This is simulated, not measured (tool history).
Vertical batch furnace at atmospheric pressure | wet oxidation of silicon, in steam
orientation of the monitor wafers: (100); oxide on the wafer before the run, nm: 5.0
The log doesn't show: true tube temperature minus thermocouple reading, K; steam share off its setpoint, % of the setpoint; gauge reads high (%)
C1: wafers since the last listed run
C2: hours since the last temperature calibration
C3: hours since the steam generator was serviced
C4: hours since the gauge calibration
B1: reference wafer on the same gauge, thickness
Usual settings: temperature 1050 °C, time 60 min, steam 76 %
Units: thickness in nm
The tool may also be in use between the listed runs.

run 1 hour=0 | temperature=1050 time=60 steam=76 | C1=0 C2=423.3 C3=1245.9 C4=602.4 | B1=407.8 | thickness=474.01
run 2 hour=91 | temperature=1050 time=60 steam=76 | C1=1660 C2=514.3 C3=1336.9 C4=693.4 | B1=407.86 | thickness=472.81
run 3 hour=138.2 | temperature=1050 time=60 steam=76 | C1=861 C2=561.5 C3=1384.1 C4=740.6 | B1=408.29 | thickness=471.21
run 4 hour=192.3 | temperature=1050 time=60 steam=76 | C1=987 C2=615.6 C3=1438.2 C4=794.7 | B1=407.98 | thickness=474.26
run 5 hour=279.4 | temperature=1050 time=60 steam=76 | C1=1589 C2=702.7 C3=1525.3 C4=881.8 | B1=407.68 | thickness=474.53
run 6 hour=563.3 | temperature=1050 time=60 steam=76 | C1=5181 C2=986.6 C3=1809.2 C4=1165.7 | B1=407.96 | thickness=479.52
run 7 hour=624.9 | temperature=1050 time=60 steam=76 | C1=1124 C2=1048.2 C3=1870.8 C4=1227.3 | B1=408.15 | thickness=479.74
run 8 hour=731 | temperature=1050 time=60 steam=76 | C1=1936 C2=1154.3 C3=1976.9 C4=1333.4 | B1=408.08 | thickness=479
run 9 hour=820.7 | temperature=1050 time=60 steam=76 | C1=1637 C2=1244 C3=2066.6 C4=1423.1 | B1=407.72 | thickness=482.22
-- hour=852.7 gauge calibrated
run 10 hour=886.9 | temperature=1036 time=79.5 steam=76 | C1=1208 C2=1310.2 C3=2132.8 C4=34.2 | B1=408.02 | thickness=524.93
run 11 hour=927 | temperature=1069 time=37 steam=88 | C1=731 C2=1350.3 C3=2172.9 C4=74.3 | B1=408.46 | thickness=435.31
-- hour=972.6 steam generator serviced
-- hour=1119.1 thermocouples replaced and temperature profile calibrated
run 12 hour=1143.7 | temperature=1050 time=32 steam=76 | C1=3078 C2=24.6 C3=171.1 C4=291 | B1=407.74 | thickness=315.37
run 13 hour=1184.1 | temperature=1062 time=68.5 steam=76 | C1=737 C2=65 C3=211.5 C4=331.4 | B1=408.17 | thickness=535.36
run 14 hour=1267.1 | temperature=1050 time=60 steam=76 | C1=1514 C2=148 C3=294.5 C4=414.4 | B1=408.28 | thickness=468.9
run 15 hour=1311.8 | temperature=1050 time=84.5 steam=76 | C1=815 C2=192.7 C3=339.2 C4=459.1 | B1=407.86 | thickness=577.39
run 16 hour=1394.9 | temperature=1069 time=71 steam=79 | C1=1516 C2=275.8 C3=422.3 C4=542.2 | B1=408.15 | thickness=588.24
run 17 hour=1461.7 | temperature=1065 time=87.5 steam=72 | C1=1219 C2=342.6 C3=489.1 C4=609 | B1=408.41 | thickness=611.59

How the hidden state differs across the entries between the runs, from the last listed run before each to the first after it:
Between runs 9 and 10: gauge calibrated (hour 852.7)
  true tube temperature minus thermocouple reading, K: 4.51 -> 4.72
  measured less the result without the state, thickness: +11.53 -> +13.34 nm
Between runs 11 and 12: steam generator serviced (hour 972.6); thermocouples replaced and temperature profile calibrated (hour 1119.1)
  true tube temperature minus thermocouple reading, K: 4.84 -> 0.238
  measured less the result without the state, thickness: +10.78 -> +0.48 nm
